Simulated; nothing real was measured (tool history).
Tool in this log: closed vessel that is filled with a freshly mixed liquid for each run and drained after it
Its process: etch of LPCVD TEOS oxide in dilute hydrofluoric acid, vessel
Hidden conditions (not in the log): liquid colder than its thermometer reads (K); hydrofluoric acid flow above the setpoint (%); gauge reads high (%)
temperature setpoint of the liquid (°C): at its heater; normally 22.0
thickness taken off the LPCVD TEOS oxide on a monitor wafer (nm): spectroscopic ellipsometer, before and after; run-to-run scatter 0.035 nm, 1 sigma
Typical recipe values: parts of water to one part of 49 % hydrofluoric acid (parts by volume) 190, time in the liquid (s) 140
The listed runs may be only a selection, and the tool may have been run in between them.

| run | day | temperature setpoint of the liquid (°C) | parts of water to one part of 49 % hydrofluoric acid (parts by volume) | time in the liquid (s) | wafers since the last listed run | hours since the thermometer was replaced | hours since the hydrofluoric acid flow meter was replaced | hours since the gauge calibration | read-back film thickness of the LPCVD TEOS oxide reference wafer, read on the same gauge (nm) | thickness taken off the LPCVD TEOS oxide on a monitor wafer (nm) |
|---|---|---|---|---|---|---|---|---|---|---|
| 1 | 0.000 | 22.0 | 190 | 140 | 0 | 2442.6 | 391.7 | 22.1 | 110.04 | 9.18 |
| 2 | 0.521 | 22.0 | 190 | 140 | 1453 | 2455.1 | 404.2 | 34.6 | 110.04 | 9.17 |
| 3 | 1.896 | 22.0 | 190 | 140 | 3837 | 2488.1 | 437.2 | 67.6 | 110.02 | 9.20 |
| 4 | 3.046 | 21.0 | 265 | 140 | 3209 | 2515.7 | 464.8 | 95.2 | 110.00 | 5.91 |
| 5 | 4.325 | 21.0 | 265 | 140 | 3569 | 2546.4 | 495.5 | 125.9 | 110.04 | 5.90 |
| 6 | 5.371 | 22.0 | 190 | 140 | 2918 | 2571.5 | 520.6 | 151.0 | 110.01 | 9.20 |
| 7 | 6.629 | 22.0 | 190 | 140 | 3511 | 2601.7 | 550.8 | 181.2 | 109.96 | 9.19 |
| 8 | 7.383 | 22.0 | 190 | 140 | 2104 | 2619.8 | 568.9 | 199.3 | 110.02 | 9.22 |
| 9 | 8.192 | 22.0 | 190 | 140 | 2255 | 2639.2 | 588.3 | 218.7 | 109.98 | 9.19 |
| 10 | 9.346 | 22.0 | 190 | 140 | 3220 | 2666.9 | 616.0 | 246.4 | 110.04 | 9.18 |
|  | 9.450 | hydrofluoric acid flow meter replaced |
| 11 | 10.425 | 22.0 | 190 | 140 | 2895 | 2692.8 | 23.4 | 272.3 | 110.02 | 8.99 |
| 12 | 11.042 | 22.0 | 190 | 140 | 1720 | 2707.6 | 38.2 | 287.1 | 109.96 | 8.89 |
| 13 | 12.071 | 20.5 | 190 | 140 | 2872 | 2732.3 | 62.9 | 311.8 | 109.99 | 8.40 |
| 14 | 12.838 | 22.0 | 135 | 180 | 2139 | 2750.7 | 81.3 | 330.2 | 109.98 | 17.04 |
| 15 | 13.746 | 24.0 | 160 | 115 | 2534 | 2772.5 | 103.1 | 352.0 | 110.00 | 9.64 |
|  | 14.042 | thermometer replaced |
|  | 14.283 | gauge calibrated |
| 16 | 14.654 | 22.0 | 115 | 100 | 2418 | 14.7 | 124.9 | 8.9 | 110.04 | 12.75 |
| 17 | 15.858 | 22.0 | 130 | 140 | 3360 | 43.6 | 153.8 | 37.8 | 109.99 | 15.53 |
| 18 | 16.458 | 22.0 | 190 | 140 | 1674 | 58.0 | 168.2 | 52.2 | 109.96 | 10.04 |
| 19 | 17.008 | 21.0 | 265 | 140 | 1534 | 71.2 | 181.4 | 65.4 | 109.97 | 6.40 |
| 20 | 17.517 | 18.5 | 190 | 220 | 1418 | 83.4 | 193.6 | 77.6 | 110.00 | 13.68 |
| 21 | 18.525 | 22.0 | 190 | 205 | 2813 | 107.6 | 217.8 | 101.8 | 110.02 | 14.71 |
| 22 | 19.521 | 18.5 | 125 | 165 | 2779 | 131.5 | 241.7 | 125.7 | 109.96 | 16.76 |
| 23 | 20.658 | 22.0 | 245 | 165 | 3174 | 158.8 | 269.0 | 153.0 | 109.94 | 8.69 |
| 24 | 21.279 | 25.5 | 220 | 165 | 1732 | 173.7 | 283.9 | 167.9 | 109.99 | 11.29 |

Exercise: give the hidden state of the tool at every run:
gauge reads high (%): 0 across all the runs
H1: liquid colder than its thermometer reads (K)
H2: hydrofluoric acid flow above the setpoint (%)
| run | H1 | H2 |
|---|---|---|
| 1 | 2.83 | 2 |
| 2 | 2.84 | 2.06 |
| 3 | 2.87 | 2.2 |
| 4 | 2.9 | 2.32 |
| 5 | 2.93 | 2.45 |
| 6 | 2.95 | 2.56 |
| 7 | 2.98 | 2.69 |
| 8 | 2.99 | 2.77 |
| 9 | 3.01 | 2.85 |
| 10 | 3.04 | 2.97 |
| 11 | 3.06 | 0.398 |
| 12 | 3.07 | 0.462 |
| 13 | 3.09 | 0.569 |
| 14 | 3.11 | 0.648 |
| 15 | 3.13 | 0.743 |
| 16 | 0.182 | 0.837 |
| 17 | 0.208 | 0.962 |
| 18 | 0.221 | 1.02 |
| 19 | 0.233 | 1.08 |
| 20 | 0.244 | 1.13 |
| 21 | 0.266 | 1.24 |
| 22 | 0.287 | 1.34 |
| 23 | 0.312 | 1.46 |
| 24 | 0.325 | 1.52 |

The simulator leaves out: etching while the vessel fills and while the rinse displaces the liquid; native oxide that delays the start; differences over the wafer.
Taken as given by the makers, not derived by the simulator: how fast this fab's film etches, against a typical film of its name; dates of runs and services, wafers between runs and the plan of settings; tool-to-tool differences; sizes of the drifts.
